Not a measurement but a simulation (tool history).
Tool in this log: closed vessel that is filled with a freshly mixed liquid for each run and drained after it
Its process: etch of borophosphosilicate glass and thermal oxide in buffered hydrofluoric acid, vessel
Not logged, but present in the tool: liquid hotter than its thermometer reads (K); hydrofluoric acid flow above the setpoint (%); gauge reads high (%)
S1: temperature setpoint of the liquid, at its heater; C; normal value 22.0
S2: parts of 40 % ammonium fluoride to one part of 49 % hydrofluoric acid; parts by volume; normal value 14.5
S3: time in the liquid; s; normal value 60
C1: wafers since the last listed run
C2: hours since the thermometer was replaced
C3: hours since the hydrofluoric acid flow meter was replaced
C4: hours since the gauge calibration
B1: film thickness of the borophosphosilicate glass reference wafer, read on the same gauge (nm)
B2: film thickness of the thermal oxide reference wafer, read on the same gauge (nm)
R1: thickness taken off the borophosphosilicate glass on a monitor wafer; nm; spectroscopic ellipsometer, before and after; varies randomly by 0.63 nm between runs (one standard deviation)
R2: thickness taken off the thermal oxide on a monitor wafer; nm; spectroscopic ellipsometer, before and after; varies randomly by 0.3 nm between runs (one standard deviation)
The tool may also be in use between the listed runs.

| run | hour | S1 | S2 | S3 | C1 | C2 | C3 | C4 | B1 | B2 | R1 | R2 |
|---|---|---|---|---|---|---|---|---|---|---|---|---|
| 1 | 0.0 | 22.0 | 14.5 | 60 | 0 | 2580.4 | 1779.9 | 33.0 | 149.98 | 30.01 | 90.20 | 39.37 |
| 2 | 14.0 | 22.0 | 14.5 | 60 | 1625 | 2594.4 | 1793.9 | 47.0 | 149.99 | 30.01 | 90.32 | 39.33 |
| 3 | 22.1 | 22.0 | 14.5 | 60 | 940 | 2602.5 | 1802.0 | 55.1 | 149.96 | 29.98 | 88.79 | 40.24 |
| 4 | 38.0 | 22.0 | 13.0 | 60 | 1845 | 2618.4 | 1817.9 | 71.0 | 149.96 | 30.01 | 99.77 | 44.06 |
| 5 | 56.0 | 22.0 | 13.0 | 60 | 2089 | 2636.4 | 1835.9 | 89.0 | 149.99 | 29.98 | 98.71 | 44.21 |
|  | 57.7 | thermometer replaced |
| 6 | 65.6 | 22.0 | 13.0 | 60 | 998 | 7.9 | 1845.5 | 98.6 | 150.00 | 29.99 | 98.40 | 44.34 |
|  | 68.8 | gauge calibrated |
| 7 | 71.7 | 22.0 | 14.5 | 60 | 708 | 14.0 | 1851.6 | 2.9 | 150.00 | 30.00 | 88.65 | 39.88 |
| 8 | 80.3 | 22.0 | 19.0 | 40 | 998 | 22.6 | 1860.2 | 11.5 | 149.98 | 30.03 | 45.50 | 20.20 |
|  | 84.2 | hydrofluoric acid flow meter replaced |
| 9 | 87.8 | 23.5 | 14.5 | 40 | 754 | 30.1 | 3.6 | 19.0 | 150.01 | 29.98 | 63.90 | 28.45 |
| 10 | 104.8 | 22.0 | 14.5 | 60 | 1973 | 47.1 | 20.6 | 36.0 | 150.00 | 30.00 | 89.76 | 39.51 |
| 11 | 122.2 | 22.0 | 8.5 | 90 | 2019 | 64.5 | 38.0 | 53.4 | 150.03 | 29.97 | 219.06 | 98.68 |
| 12 | 131.3 | 19.0 | 14.5 | 60 | 1056 | 73.6 | 47.1 | 62.5 | 150.00 | 30.01 | 75.35 | 33.56 |
| 13 | 139.1 | 22.0 | 11.0 | 60 | 905 | 81.4 | 54.9 | 70.3 | 149.95 | 30.00 | 116.41 | 52.09 |
| 14 | 151.1 | 22.0 | 19.0 | 40 | 1393 | 93.4 | 66.9 | 82.3 | 150.03 | 29.99 | 45.78 | 20.47 |

Here are 4 independent what-if runs from the current tool condition. What would each one return?
| A | 151.8 | 22.0 | 11.5 | 60 | 81 | 94.1 | 67.6 | 83.0 | ? | ? | ? | ? |
| B | 151.8 | 27.0 | 19.0 | 85 | 81 | 94.1 | 67.6 | 83.0 | ? | ? | ? | ? |
| C | 151.8 | 22.0 | 14.5 | 95 | 81 | 94.1 | 67.6 | 83.0 | ? | ? | ? | ? |
| D | 151.8 | 18.0 | 14.5 | 60 | 81 | 94.1 | 67.6 | 83.0 | ? | ? | ? | ? |

| run | B1 | B2 | R1 | R2 |
|---|---|---|---|---|
| A | 149.98 | 29.99 | 112.22 | 49.80 |
| B | 149.98 | 29.99 | 126.87 | 56.59 |
| C | 149.98 | 29.99 | 141.40 | 62.83 |
| D | 149.98 | 29.99 | 71.55 | 31.71 |
The same runs, with their run-to-run variation unchanged, on a tool lacking any hidden condition would have given:
| run | R1 | R2 |
|---|---|---|
| A | 112.22 | 49.80 |
| B | 126.87 | 56.59 |
| C | 141.40 | 62.83 |
| D | 71.55 | 31.71 |
